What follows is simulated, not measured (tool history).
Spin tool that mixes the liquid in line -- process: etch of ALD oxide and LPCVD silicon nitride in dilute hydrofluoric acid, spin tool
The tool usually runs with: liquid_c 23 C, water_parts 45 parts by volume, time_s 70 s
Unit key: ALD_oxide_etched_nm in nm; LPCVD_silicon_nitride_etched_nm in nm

run   hour  liquid_c  water_parts  time_s  wafers since the last listed run  hours since the thermometer was replaced  hours since the hydrofluoric acid flow meter was replaced  hours since the gauge calibration  read-back film thickness of the ALD oxide reference wafer, read on the same gauge (nm)  read-back film thickness of the LPCVD silicon nitride reference wafer, read on the same gauge (nm)  ALD_oxide_etched_nm  LPCVD_silicon_nitride_etched_nm
  1      0        23           45      70                                 0                                    1465.7                                                      770.8                              342.3                                                                                   80.01                                                                                              30.007                18.62                            0.629
  2   62.4        23           45      70                               856                                    1528.1                                                      833.2                              404.7                                                                                   80.01                                                                                              29.989                18.46                            0.589
  3  115.8        23           45      70                               733                                    1581.5                                                      886.6                              458.1                                                                                   79.99                                                                                              30.033                18.66                            0.624
  4  160.1        23           45      70                               608                                    1625.8                                                      930.9                              502.4                                                                                   80.01                                                                                              30.046                18.57                            0.617
  5  203.6        23           45      70                               597                                    1669.3                                                      974.4                              545.9                                                                                   79.98                                                                                              30.025                18.59                            0.643
  6  245.2        23           45      70                               571                                    1710.9                                                       1016                              587.5                                                                                   80.01                                                                                              29.981                18.65                            0.638
  7  279.6        23           45      70                               472                                    1745.3                                                     1050.4                              621.9                                                                                      80                                                                                              30.003                18.62                            0.631
  8  305.6        20           50      70                               357                                    1771.3                                                     1076.4                              647.9                                                                                   79.99                                                                                              29.974                14.76                            0.439
  9  338.7        20           50      70                               454                                    1804.4                                                     1109.5                                681                                                                                      80                                                                                              29.999                14.48                            0.484
 10  509.2        20           50      70                              2341                                    1974.9                                                       1280                              851.5                                                                                   80.02                                                                                              29.962                14.15                            0.415
 11  534.3        23           45      70                               344                                      2000                                                     1305.1                              876.6                                                                                   80.03                                                                                              30.022                18.48                            0.571
     595.4  -- hydrofluoric acid flow meter replaced
 12  600.8        23           45      70                               899                                    2066.5                                                        5.4                              943.1                                                                                      80                                                                                              29.996                18.18                            0.592

The next listed run, before its measurement:
 13  634.4        26           60      70                               461                                    2100.1                                                         39                              976.7                                                                                       ?                                                                                                   ?                    ?                                ?

{"run 13": {"read-back film thickness of the ALD oxide reference wafer, read on the same gauge (nm)": 79.99, "read-back film thickness of the LPCVD silicon nitride reference wafer, read on the same gauge (nm)": 29.978, "ALD_oxide_etched_nm": 15.17, "LPCVD_silicon_nitride_etched_nm": 0.555}}
With no hidden state in the tool, this same run would have given ALD_oxide_etched_nm 16.76 nm, LPCVD_silicon_nitride_etched_nm 0.654 nm.
